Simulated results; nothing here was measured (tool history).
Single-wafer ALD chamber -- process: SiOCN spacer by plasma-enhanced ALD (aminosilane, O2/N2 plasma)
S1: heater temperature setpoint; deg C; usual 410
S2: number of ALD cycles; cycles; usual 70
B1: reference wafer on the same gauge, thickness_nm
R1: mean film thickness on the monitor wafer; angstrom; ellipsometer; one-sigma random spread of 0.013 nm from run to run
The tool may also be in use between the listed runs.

run 1 day=0.000 | S1=410 S2=70 | B1=4.722 | R1=40.70
run 2 day=2.300 | S1=410 S2=70 | B1=4.721 | R1=40.55
run 3 day=6.592 | S1=410 S2=75 | B1=4.722 | R1=43.17
run 4 day=8.888 | S1=402 S2=70 | B1=4.722 | R1=41.45
run 5 day=12.092 | S1=402 S2=70 | B1=4.719 | R1=41.48
run 6 day=15.796 | S1=402 S2=70 | B1=4.719 | R1=41.40
run 7 day=19.979 | S1=410 S2=70 | B1=4.718 | R1=40.31
run 8 day=23.312 | S1=401 S2=70 | B1=4.718 | R1=41.34
run 9 day=25.554 | S1=410 S2=70 | B1=4.721 | R1=39.52
run 10 day=29.117 | S1=410 S2=70 | B1=4.726 | R1=39.59
run 11 day=33.496 | S1=395 S2=76 | B1=4.721 | R1=45.45
run 12 day=36.671 | S1=419 S2=57 | B1=4.722 | R1=32.17
run 13 day=50.142 | S1=415 S2=58 | B1=4.724 | R1=32.99
run 14 day=52.562 | S1=422 S2=78 | B1=4.721 | R1=43.50
run 15 day=54.621 | S1=404 S2=70 | B1=4.721 | R1=41.25

The log once held 3 entries between its listed runs, left out of this copy. Where does each go, and what is different about the tool's unlogged condition between the listed run before it and the listed run after it?
Logged between run 6 and run 7: gauge calibrated (day 16.400)
  wafer temperature above the value expected at the setpoint (K): 2.53 -> 3.06
  difference, measured minus the result without the unlogged condition, R1: -0.36 -> -0.44 angstrom
Logged between run 8 and run 9: thermocouple changed; heater temperature recalibrated (day 24.967)
  wafer temperature above the value expected at the setpoint (K): 3.52 -> 7.75
  difference, measured minus the result without the unlogged condition, R1: -0.47 -> -1.12 angstrom
Logged between run 10 and run 11: thermocouple changed; heater temperature recalibrated, repeated, since the last time left the tool worse (day 31.808)
  wafer temperature above the value expected at the setpoint (K): 7.77 -> 0.0064
  difference, measured minus the result without the unlogged condition, R1: -1.11 -> +0.00 angstrom

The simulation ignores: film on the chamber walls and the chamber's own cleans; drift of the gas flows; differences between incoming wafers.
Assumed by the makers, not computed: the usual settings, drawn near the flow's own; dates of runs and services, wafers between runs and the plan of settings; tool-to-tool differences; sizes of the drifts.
